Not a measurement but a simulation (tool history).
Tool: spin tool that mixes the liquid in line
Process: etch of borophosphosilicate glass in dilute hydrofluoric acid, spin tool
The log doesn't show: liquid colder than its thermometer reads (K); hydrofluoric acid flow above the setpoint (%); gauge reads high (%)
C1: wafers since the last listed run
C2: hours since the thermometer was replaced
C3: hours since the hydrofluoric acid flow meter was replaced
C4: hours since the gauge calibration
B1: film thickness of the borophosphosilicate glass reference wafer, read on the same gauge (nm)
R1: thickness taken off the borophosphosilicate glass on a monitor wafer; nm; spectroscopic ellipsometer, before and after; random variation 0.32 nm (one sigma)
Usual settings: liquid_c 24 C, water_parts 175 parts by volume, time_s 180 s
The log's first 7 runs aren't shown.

At hour 457.3: thermometer replaced.
Run 8, hour 483.1: usual settings but liquid_c 21.5 C; C1 442; C2 25.8; C3 197.3; C4 1001.2; B1 90.04. Result: R1 38.75 nm.
Run 9, hour 595.8: usual settings but water_parts 110 parts by volume, time_s 260 s; C1 741; C2 138.5; C3 310; C4 1113.9; B1 90.03. Result: R1 107.3 nm.
Run 10, hour 662.1: usual settings; C1 436; C2 204.8; C3 376.3; C4 1180.2; B1 89.97. Result: R1 43.03 nm.
Run 11, hour 698.2: usual settings; C1 237; C2 240.9; C3 412.4; C4 1216.3; B1 89.98. Result: R1 43.56 nm.
Run 12, hour 739: usual settings; C1 268; C2 281.7; C3 453.2; C4 1257.1; B1 90. Result: R1 43.26 nm.
Run 13, hour 827.1: usual settings; C1 579; C2 369.8; C3 541.3; C4 1345.2; B1 90. Result: R1 43.74 nm.
Run 14, hour 867.1: usual settings but time_s 245 s; C1 263; C2 409.8; C3 581.3; C4 1385.2; B1 89.96. Result: R1 59.55 nm.
Run 15, hour 920.4: usual settings; C1 350; C2 463.1; C3 634.6; C4 1438.5; B1 90.02. Result: R1 44.06 nm.
At hour 961.4: hydrofluoric acid flow meter replaced.
Run 16, hour 962.2: usual settings but water_parts 110 parts by volume, time_s 140 s; C1 268; C2 504.9; C3 0.8; C4 1480.3; B1 89.99. Result: R1 56.48 nm.
At hour 968.6: thermometer replaced.
Run 17, hour 1021.9: usual settings but liquid_c 19 C; C1 386; C2 53.3; C3 60.5; C4 1540; B1 89.99. Result: R1 34.51 nm.
Run 18, hour 1089.6: usual settings; C1 445; C2 121; C3 128.2; C4 1607.7; B1 90. Result: R1 42.13 nm.
Run 19, hour 1173.7: usual settings; C1 553; C2 205.1; C3 212.3; C4 1691.8; B1 90.01. Result: R1 42.44 nm.
At hour 1198.8: gauge calibrated.
Run 20, hour 1266.3: usual settings but liquid_c 23 C, water_parts 150 parts by volume; C1 609; C2 297.7; C3 304.9; C4 67.5; B1 90.01. Result: R1 49.59 nm.
Run 21, hour 1328.7: usual settings but liquid_c 22.5 C, time_s 130 s; C1 410; C2 360.1; C3 367.3; C4 129.9; B1 89.98. Result: R1 29.32 nm.
Run 22, hour 1395.4: usual settings; C1 439; C2 426.8; C3 434; C4 196.6; B1 90.02. Result: R1 43.08 nm.
Run 23, hour 1475.6: usual settings; C1 527; C2 507; C3 514.2; C4 276.8; B1 90.02. Result: R1 43.07 nm.
At hour 1489.9: thermometer replaced.
Run 24, hour 1565.6: usual settings but liquid_c 26 C, water_parts 225 parts by volume; C1 585; C2 75.7; C3 604.2; C4 366.8; B1 89.98. Result: R1 34.3 nm.
At hour 1592.9: hydrofluoric acid flow meter replaced.
Run 25, hour 1616.2: usual settings; C1 326; C2 126.3; C3 23.3; C4 417.4; B1 89.98. Result: R1 41.91 nm.
Run 26, hour 1708.7: usual settings but water_parts 220 parts by volume; C1 608; C2 218.8; C3 115.8; C4 509.9; B1 90. Result: R1 32.38 nm.
Run 27, hour 1784.4: usual settings but liquid_c 21.5 C, water_parts 225 parts by volume; C1 498; C2 294.5; C3 191.5; C4 585.6; B1 89.98. Result: R1 29.02 nm.
Run 28, hour 1843.6: usual settings but liquid_c 19 C, water_parts 250 parts by volume, time_s 260 s; C1 389; C2 353.7; C3 250.7; C4 644.8; B1 90.02. Result: R1 33.12 nm.
Run 29, hour 1928.7: usual settings but liquid_c 20.5 C, water_parts 110 parts by volume, time_s 95 s; C1 560; C2 438.8; C3 335.8; C4 729.9; B1 90.01. Result: R1 34.3 nm.
At hour 1961.5: thermometer replaced.
Run 30, hour 1969.9: usual settings but liquid_c 25.5 C, water_parts 260 parts by volume, time_s 240 s; C1 264; C2 8.4; C3 377; C4 771.1; B1 90.01. Result: R1 37.13 nm.
Run 31, hour 2057.5: usual settings but water_parts 85 parts by volume, time_s 260 s; C1 576; C2 96; C3 464.6; C4 858.7; B1 90.01. Result: R1 141.69 nm.

Forecast each of these 5 alternatives for the next run:
Run A, hour 2058: usual settings but liquid_c 20 C; C1 3; C2 96.5; C3 465.1; C4 859.2; B1 ?. Result: R1 ?.
Run B, hour 2058: usual settings but liquid_c 22 C, water_parts 265 parts by volume; C1 3; C2 96.5; C3 465.1; C4 859.2; B1 ?. Result: R1 ?.
Run C, hour 2058: usual settings but water_parts 105 parts by volume; C1 3; C2 96.5; C3 465.1; C4 859.2; B1 ?. Result: R1 ?.
Run D, hour 2058: usual settings but water_parts 240 parts by volume, time_s 140 s; C1 3; C2 96.5; C3 465.1; C4 859.2; B1 ?. Result: R1 ?.
Run E, hour 2058: usual settings but time_s 290 s; C1 3; C2 96.5; C3 465.1; C4 859.2; B1 ?. Result: R1 ?.

run  B1     R1
  A  90  37.06
  B  90  24.19
  C  90  78.04
  D  90   22.9
  E  90  69.64
Without the tool's hidden state the same runs would have given:
run     R1
  A  36.23
  B  23.61
  C  76.36
  D  22.35
  E  68.06
